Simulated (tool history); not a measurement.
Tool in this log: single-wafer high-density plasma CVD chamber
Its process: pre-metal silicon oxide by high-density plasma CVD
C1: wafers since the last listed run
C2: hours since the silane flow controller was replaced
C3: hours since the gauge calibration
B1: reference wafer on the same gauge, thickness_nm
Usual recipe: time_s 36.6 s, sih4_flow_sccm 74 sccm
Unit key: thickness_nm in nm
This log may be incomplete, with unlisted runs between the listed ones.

run 1 day=0.000 | time_s=36.6 sih4_flow_sccm=74 | C1=0 C2=2112.2 C3=1673.6 | B1=270.893 | thickness_nm=264.925
run 2 day=1.212 | time_s=36.6 sih4_flow_sccm=74 | C1=934 C2=2141.3 C3=1702.7 | B1=270.954 | thickness_nm=264.451
run 3 day=3.721 | time_s=38.3 sih4_flow_sccm=74 | C1=1933 C2=2201.5 C3=1762.9 | B1=271.176 | thickness_nm=278.152
run 4 day=6.042 | time_s=36.6 sih4_flow_sccm=74 | C1=1788 C2=2257.2 C3=1818.6 | B1=271.199 | thickness_nm=262.513
run 5 day=8.662 | time_s=36.6 sih4_flow_sccm=74 | C1=2019 C2=2320.1 C3=1881.5 | B1=271.038 | thickness_nm=264.470
run 6 day=16.717 | time_s=36.6 sih4_flow_sccm=74 | C1=6207 C2=2513.4 C3=2074.8 | B1=271.115 | thickness_nm=264.565
run 7 day=19.192 | time_s=36.6 sih4_flow_sccm=74 | C1=1907 C2=2572.8 C3=2134.2 | B1=271.101 | thickness_nm=265.605
run 8 day=21.908 | time_s=36.6 sih4_flow_sccm=74 | C1=2093 C2=2638.0 C3=2199.4 | B1=270.889 | thickness_nm=264.770
run 9 day=24.167 | time_s=36.6 sih4_flow_sccm=74 | C1=1740 C2=2692.2 C3=2253.6 | B1=271.354 | thickness_nm=263.894
run 10 day=25.925 | time_s=36.6 sih4_flow_sccm=74 | C1=1355 C2=2734.4 C3=2295.8 | B1=271.152 | thickness_nm=264.959
run 11 day=27.288 | time_s=38.6 sih4_flow_sccm=85 | C1=1050 C2=2767.1 C3=2328.5 | B1=270.953 | thickness_nm=311.535
run 12 day=30.058 | time_s=36.6 sih4_flow_sccm=74 | C1=2135 C2=2833.6 C3=2395.0 | B1=270.720 | thickness_nm=265.860
run 13 day=31.675 | time_s=31.4 sih4_flow_sccm=67 | C1=1245 C2=2872.4 C3=2433.8 | B1=270.897 | thickness_nm=209.538
run 14 day=34.496 | time_s=31.4 sih4_flow_sccm=67 | C1=2173 C2=2940.1 C3=2501.5 | B1=271.043 | thickness_nm=211.767
run 15 day=36.654 | time_s=36.6 sih4_flow_sccm=79 | C1=1663 C2=2991.9 C3=2553.3 | B1=271.037 | thickness_nm=278.788
run 16 day=39.375 | time_s=41.5 sih4_flow_sccm=64 | C1=2096 C2=3057.2 C3=2618.6 | B1=271.001 | thickness_nm=270.342
-- day=40.358 gauge calibrated
run 17 day=40.450 | time_s=33.9 sih4_flow_sccm=66 | C1=828 C2=3083.0 C3=2.2 | B1=271.021 | thickness_nm=225.554
-- day=41.146 silane flow controller replaced
run 18 day=42.688 | time_s=33.9 sih4_flow_sccm=66 | C1=1467 C2=37.0 C3=55.9 | B1=270.902 | thickness_nm=214.856
run 19 day=43.783 | time_s=33.9 sih4_flow_sccm=66 | C1=844 C2=63.3 C3=82.2 | B1=270.904 | thickness_nm=214.568
run 20 day=46.262 | time_s=36.6 sih4_flow_sccm=74 | C1=1910 C2=122.8 C3=141.7 | B1=270.540 | thickness_nm=254.358
run 21 day=49.079 | time_s=42.2 sih4_flow_sccm=63 | C1=2170 C2=190.4 C3=209.3 | B1=270.986 | thickness_nm=258.879
run 22 day=51.758 | time_s=38.4 sih4_flow_sccm=86 | C1=2064 C2=254.7 C3=273.6 | B1=270.981 | thickness_nm=300.733
run 23 day=53.817 | time_s=40.5 sih4_flow_sccm=78 | C1=1586 C2=304.1 C3=323.0 | B1=271.148 | thickness_nm=294.863
run 24 day=56.746 | time_s=41.8 sih4_flow_sccm=85 | C1=2257 C2=374.4 C3=393.3 | B1=271.059 | thickness_nm=325.649
run 25 day=59.733 | time_s=39.7 sih4_flow_sccm=88 | C1=2302 C2=446.1 C3=465.0 | B1=271.063 | thickness_nm=319.767
run 26 day=60.938 | time_s=36.6 sih4_flow_sccm=74 | C1=928 C2=475.0 C3=493.9 | B1=271.064 | thickness_nm=256.167
run 27 day=63.083 | time_s=36.6 sih4_flow_sccm=74 | C1=1653 C2=526.5 C3=545.4 | B1=271.205 | thickness_nm=257.415
run 28 day=65.975 | time_s=36.6 sih4_flow_sccm=74 | C1=2228 C2=595.9 C3=614.8 | B1=270.947 | thickness_nm=257.709
run 29 day=68.512 | time_s=33.1 sih4_flow_sccm=70 | C1=1955 C2=656.8 C3=675.7 | B1=270.973 | thickness_nm=224.095
run 30 day=69.900 | time_s=43.0 sih4_flow_sccm=74 | C1=1069 C2=690.1 C3=709.0 | B1=271.010 | thickness_nm=302.420
run 31 day=71.017 | time_s=36.6 sih4_flow_sccm=74 | C1=860 C2=716.9 C3=735.8 | B1=271.236 | thickness_nm=257.665
run 32 day=73.888 | time_s=41.2 sih4_flow_sccm=63 | C1=2212 C2=785.8 C3=804.7 | B1=271.351 | thickness_nm=257.056
run 33 day=74.921 | time_s=36.6 sih4_flow_sccm=74 | C1=796 C2=810.6 C3=829.5 | B1=271.278 | thickness_nm=259.526
run 34 day=76.500 | time_s=36.6 sih4_flow_sccm=74 | C1=1217 C2=848.5 C3=867.4 | B1=271.220 | thickness_nm=260.914
run 35 day=79.267 | time_s=31.1 sih4_flow_sccm=86 | C1=2132 C2=914.9 C3=933.8 | B1=271.371 | thickness_nm=247.534
run 36 day=80.412 | time_s=39.7 sih4_flow_sccm=85 | C1=883 C2=942.4 C3=961.3 | B1=270.985 | thickness_nm=314.883
run 37 day=81.600 | time_s=30.1 sih4_flow_sccm=86 | C1=915 C2=970.9 C3=989.8 | B1=270.997 | thickness_nm=240.151
run 38 day=83.458 | time_s=29.6 sih4_flow_sccm=78 | C1=1432 C2=1015.5 C3=1034.4 | B1=271.116 | thickness_nm=218.478
run 39 day=85.267 | time_s=41.5 sih4_flow_sccm=64 | C1=1393 C2=1058.9 C3=1077.8 | B1=270.744 | thickness_nm=264.220
run 40 day=86.767 | time_s=43.7 sih4_flow_sccm=74 | C1=1156 C2=1094.9 C3=1113.8 | B1=270.899 | thickness_nm=310.058
run 41 day=88.438 | time_s=36.6 sih4_flow_sccm=74 | C1=1287 C2=1135.0 C3=1153.9 | B1=270.987 | thickness_nm=260.981
run 42 day=90.904 | time_s=42.6 sih4_flow_sccm=59 | C1=1901 C2=1194.2 C3=1213.1 | B1=270.778 | thickness_nm=255.442
run 43 day=93.158 | time_s=36.6 sih4_flow_sccm=74 | C1=1737 C2=1248.3 C3=1267.2 | B1=270.868 | thickness_nm=259.829
run 44 day=94.629 | time_s=30.4 sih4_flow_sccm=81 | C1=1133 C2=1283.6 C3=1302.5 | B1=271.048 | thickness_nm=231.658
run 45 day=96.571 | time_s=29.7 sih4_flow_sccm=82 | C1=1496 C2=1330.2 C3=1349.1 | B1=270.929 | thickness_nm=229.224

Selected run-to-run steps in thickness_nm, each split into two signed amounts: the part the tool would show with no hidden state at all (from settings, incoming material and random variation), and the remainder, which goes to the hidden state together with any gauge scatter not common to the measured and the hidden-state-free results:
Hidden conditions of the tool in this case: delivered silane flow above the setpoint (%); gauge reads high (%).
Run 12 -> 13: time_s 36.6 -> 31.4, sih4_flow_sccm 74 -> 67. thickness_nm -56.322 nm: hidden state -2.447, all else -53.875.
Run 14 -> 15: time_s 31.4 -> 36.6, sih4_flow_sccm 67 -> 79. thickness_nm +67.021 nm: hidden state +3.004, all else +64.017.
Run 17 -> 18: silane flow controller replaced. thickness_nm -10.698 nm: hidden state -10.784, all else +0.086.
Run 29 -> 30: time_s 33.1 -> 43.0, sih4_flow_sccm 70 -> 74. thickness_nm +78.325 nm: hidden state +1.547, all else +76.778.
Run 35 -> 36: time_s 31.1 -> 39.7, sih4_flow_sccm 86 -> 85. thickness_nm +67.349 nm: hidden state +1.651, all else +65.698.
Run 36 -> 37: time_s 39.7 -> 30.1, sih4_flow_sccm 85 -> 86. thickness_nm -74.732 nm: hidden state -1.573, all else -73.159.

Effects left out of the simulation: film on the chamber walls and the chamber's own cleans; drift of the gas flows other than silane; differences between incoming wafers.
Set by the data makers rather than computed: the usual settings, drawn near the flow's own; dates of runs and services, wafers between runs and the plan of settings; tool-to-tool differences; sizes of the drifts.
